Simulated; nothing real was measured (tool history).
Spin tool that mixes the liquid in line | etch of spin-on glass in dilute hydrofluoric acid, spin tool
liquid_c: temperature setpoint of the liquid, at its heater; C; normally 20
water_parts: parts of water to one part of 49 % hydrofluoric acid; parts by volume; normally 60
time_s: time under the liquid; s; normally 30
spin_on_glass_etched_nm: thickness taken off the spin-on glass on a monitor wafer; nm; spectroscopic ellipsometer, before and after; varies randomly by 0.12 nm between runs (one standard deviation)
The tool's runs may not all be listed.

run,hour,liquid_c,water_parts,time_s,wafers since the last listed run,hours since the thermometer was replaced,hours since the hydrofluoric acid flow meter was replaced,hours since the gauge calibration,"read-back film thickness of the spin-on glass reference wafer, read on the same gauge (nm)",spin_on_glass_etched_nm
1,0,20,45,30,0,786.7,703.4,319.2,49.99,24.47
2,71.1,21,60,30,873,857.8,774.5,390.3,49.99,18.9
3,132.3,21,60,30,751,919,835.7,451.5,50,18.73
4,158.1,21,60,30,316,944.8,861.5,477.3,50,18.96
5,227.4,20,60,30,851,1014.1,930.8,546.6,50,18.32
6,263.8,20,60,30,447,1050.5,967.2,583,50,18.24
7,294.7,20,60,30,379,1081.4,998.1,613.9,50.01,18.02
8,337.8,21.5,60,30,529,1124.5,1041.2,657,50,19.44
9,389.8,20,60,30,638,1176.5,1093.2,709,49.99,18.21
10,467.9,20,60,30,959,1254.6,1171.3,787.1,49.99,18.23
11,493.9,20,60,30,319,1280.6,1197.3,813.1,50,18.3
12,556.6,20,60,30,770,1343.3,1260,875.8,49.99,17.96
13,583.5,20,60,30,330,1370.2,1286.9,902.7,50,18.18
# hour 619.9: hydrofluoric acid flow meter replaced
14,624.8,20,60,30,495,1411.5,4.9,944,50.01,18.16
15,652.2,20,60,30,336,1438.9,32.3,971.4,50,18.09
16,699.3,22,60,15,578,1486,79.4,1018.5,50,9.81
17,759.4,20,60,30,738,1546.1,139.5,1078.6,49.98,18.11
18,787,20,75,45,339,1573.7,167.1,1106.2,50,21.28
# hour 850.7: thermometer replaced
19,858.5,17,80,15,866,7.8,238.6,1177.7,49.99,5.89
20,932.6,24.5,90,30,910,81.9,312.7,1251.8,50.01,13.99
21,968.3,17,35,20,438,117.6,348.4,1287.5,50.01,18.65
# hour 995.6: gauge calibrated
22,1020.1,17,35,20,636,169.4,400.2,24.5,49.99,18.7
23,1053.7,17,75,25,412,203,433.8,58.1,49.98,10.49
24,1196.9,17,40,50,1759,346.2,577,201.3,50,40.69
25,1254.6,20,60,30,708,403.9,634.7,259,50,18.23
26,1284.8,20,75,25,370,434.1,664.9,289.2,49.99,12.01
27,1310.9,24.5,70,40,320,460.2,691,315.3,49.97,24.67
28,1350.5,17,60,30,486,499.8,730.6,354.9,50,15.83
29,1381.2,21.5,35,45,377,530.5,761.3,385.6,50,51.35

Below are 4 alternative next runs, each starting from the tool's condition after run 29. Predict each:
A,1381.6,20,60,30,4,530.9,761.7,386,?,?
B,1381.6,24.5,40,50,4,530.9,761.7,386,?,?
C,1381.6,17,40,20,4,530.9,761.7,386,?,?
D,1381.6,20,60,20,4,530.9,761.7,386,?,?

run,"read-back film thickness of the spin-on glass reference wafer, read on the same gauge (nm)",spin_on_glass_etched_nm
A,50.01,18
B,50.01,55.7
C,50.01,16.19
D,50.01,12
Take away the tool's hidden state, keep each run's random variation, and the runs would have read:
run,spin_on_glass_etched_nm
A,18
B,55.7
C,16.19
D,12
